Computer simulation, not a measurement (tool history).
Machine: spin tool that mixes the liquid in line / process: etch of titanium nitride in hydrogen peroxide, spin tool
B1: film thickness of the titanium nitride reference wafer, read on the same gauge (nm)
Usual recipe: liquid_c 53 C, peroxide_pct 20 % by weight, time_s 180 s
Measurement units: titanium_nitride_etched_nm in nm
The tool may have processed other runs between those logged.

run 1 hour=0 | liquid_c=53 peroxide_pct=20 time_s=180 | B1=39.99 | titanium_nitride_etched_nm=16.25
run 2 hour=101.5 | liquid_c=53 peroxide_pct=20 time_s=180 | B1=40.01 | titanium_nitride_etched_nm=16.45
run 3 hour=196.3 | liquid_c=53 peroxide_pct=20 time_s=180 | B1=39.99 | titanium_nitride_etched_nm=16.18
run 4 hour=245.8 | liquid_c=53 peroxide_pct=20 time_s=180 | B1=40 | titanium_nitride_etched_nm=16.16
-- hour=288 new drum of peroxide connected
run 5 hour=378.7 | liquid_c=53 peroxide_pct=20 time_s=180 | B1=40.03 | titanium_nitride_etched_nm=16.13
run 6 hour=471.2 | liquid_c=47.5 peroxide_pct=20 time_s=180 | B1=40 | titanium_nitride_etched_nm=10.7
run 7 hour=523.4 | liquid_c=47.5 peroxide_pct=20 time_s=180 | B1=40.01 | titanium_nitride_etched_nm=10.81
-- hour=545.2 peroxide flow meter replaced
run 8 hour=612.4 | liquid_c=47.5 peroxide_pct=20 time_s=180 | B1=40.01 | titanium_nitride_etched_nm=10.55
run 9 hour=664.6 | liquid_c=53 peroxide_pct=21.5 time_s=180 | B1=40.02 | titanium_nitride_etched_nm=15.98
-- hour=684.2 heated supply line repaired
run 10 hour=754 | liquid_c=59.5 peroxide_pct=20 time_s=180 | B1=39.99 | titanium_nitride_etched_nm=26.68
-- hour=817.2 new drum of peroxide connected
run 11 hour=817.7 | liquid_c=59 peroxide_pct=23.5 time_s=85 | B1=40.01 | titanium_nitride_etched_nm=12.74
run 12 hour=903.7 | liquid_c=53 peroxide_pct=15 time_s=180 | B1=40 | titanium_nitride_etched_nm=15.88
run 13 hour=944.4 | liquid_c=53 peroxide_pct=20 time_s=180 | B1=39.97 | titanium_nitride_etched_nm=16.73
-- hour=950.4 gauge calibrated
-- hour=988.1 thermometer replaced
run 14 hour=989.8 | liquid_c=59.5 peroxide_pct=20 time_s=180 | B1=40 | titanium_nitride_etched_nm=26.42
run 15 hour=1073.8 | liquid_c=58.5 peroxide_pct=17.5 time_s=215 | B1=40.01 | titanium_nitride_etched_nm=28.58
run 16 hour=1132.8 | liquid_c=45.5 peroxide_pct=20 time_s=85 | B1=40 | titanium_nitride_etched_nm=4.55
run 17 hour=1212.9 | liquid_c=48.5 peroxide_pct=24 time_s=265 | B1=40.01 | titanium_nitride_etched_nm=18.51
run 18 hour=1285 | liquid_c=46 peroxide_pct=20 time_s=125 | B1=39.98 | titanium_nitride_etched_nm=7.05
run 19 hour=1402.1 | liquid_c=53 peroxide_pct=25.5 time_s=285 | B1=40 | titanium_nitride_etched_nm=27.51
run 20 hour=1451.8 | liquid_c=53 peroxide_pct=24 time_s=280 | B1=40.01 | titanium_nitride_etched_nm=27.03
-- hour=1468.7 new drum of peroxide connected
run 21 hour=1531.7 | liquid_c=53 peroxide_pct=20 time_s=180 | B1=40 | titanium_nitride_etched_nm=16.69

5 options for the next run, each taken on its own from the tool as it stands now. Forecast them:
run A hour=1532.2 | liquid_c=53 peroxide_pct=20 time_s=180 | B1=? | titanium_nitride_etched_nm=?
run B hour=1532.2 | liquid_c=45 peroxide_pct=20 time_s=225 | B1=? | titanium_nitride_etched_nm=?
run C hour=1532.2 | liquid_c=53 peroxide_pct=26 time_s=180 | B1=? | titanium_nitride_etched_nm=?
run D hour=1532.2 | liquid_c=58 peroxide_pct=21.5 time_s=90 | B1=? | titanium_nitride_etched_nm=?
run E hour=1532.2 | liquid_c=62 peroxide_pct=24 time_s=100 | B1=? | titanium_nitride_etched_nm=?

run=A B1=39.99 titanium_nitride_etched_nm=16.69
run=B B1=39.99 titanium_nitride_etched_nm=11.64
run=C B1=39.99 titanium_nitride_etched_nm=17.67
run=D B1=39.99 titanium_nitride_etched_nm=12.03
run=E B1=39.99 titanium_nitride_etched_nm=17.99
Had the tool no hidden state, the same runs would have come out as:
run=A titanium_nitride_etched_nm=16.96
run=B titanium_nitride_etched_nm=11.85
run=C titanium_nitride_etched_nm=17.95
run=D titanium_nitride_etched_nm=12.21
run=E titanium_nitride_etched_nm=18.23
